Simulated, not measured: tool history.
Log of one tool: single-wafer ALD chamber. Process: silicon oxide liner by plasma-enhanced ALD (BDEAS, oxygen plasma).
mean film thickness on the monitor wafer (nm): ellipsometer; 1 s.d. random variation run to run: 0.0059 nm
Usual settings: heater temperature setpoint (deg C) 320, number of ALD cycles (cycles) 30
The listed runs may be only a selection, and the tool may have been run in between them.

run	hour	heater temperature setpoint (deg C)	number of ALD cycles (cycles)	wafers since the last listed run	hours since the last thermocouple change	hours since the gauge calibration	read-back reference wafer on the same gauge, thickness_nm	mean film thickness on the monitor wafer (nm)
1	0.0	320	30	0	1604.8	651.5	2.739	2.350
2	66.7	320	30	741	1671.5	718.2	2.740	2.345
3	114.3	320	30	529	1719.1	765.8	2.740	2.356
4	167.8	320	30	594	1772.6	819.3	2.739	2.349
5	263.4	320	30	1062	1868.2	914.9	2.739	2.350
6	447.1	320	30	2041	2051.9	1098.6	2.741	2.349
7	532.7	320	30	951	2137.5	1184.2	2.741	2.358
8	571.3	320	30	429	2176.1	1222.8	2.740	2.346
9	671.2	320	30	1110	2276.0	1322.7	2.741	2.365
10	905.2	320	30	2600	2510.0	1556.7	2.740	2.357
# hour 997.0: thermocouple changed; heater temperature recalibrated
11	997.5	320	30	937	0.5	1649.0	2.742	2.342
12	1083.6	320	30	957	86.6	1735.1	2.741	2.354

For run 13, what comes out?
13	1139.9	327	25	625	142.9	1791.4	?	?

{"run 13": {"read-back reference wafer on the same gauge, thickness_nm": 2.74, "mean film thickness on the monitor wafer (nm)": 1.943}}
If the tool had no hidden condition, the same run with the same run-to-run variation would have returned mean film thickness on the monitor wafer (nm) 1.943.
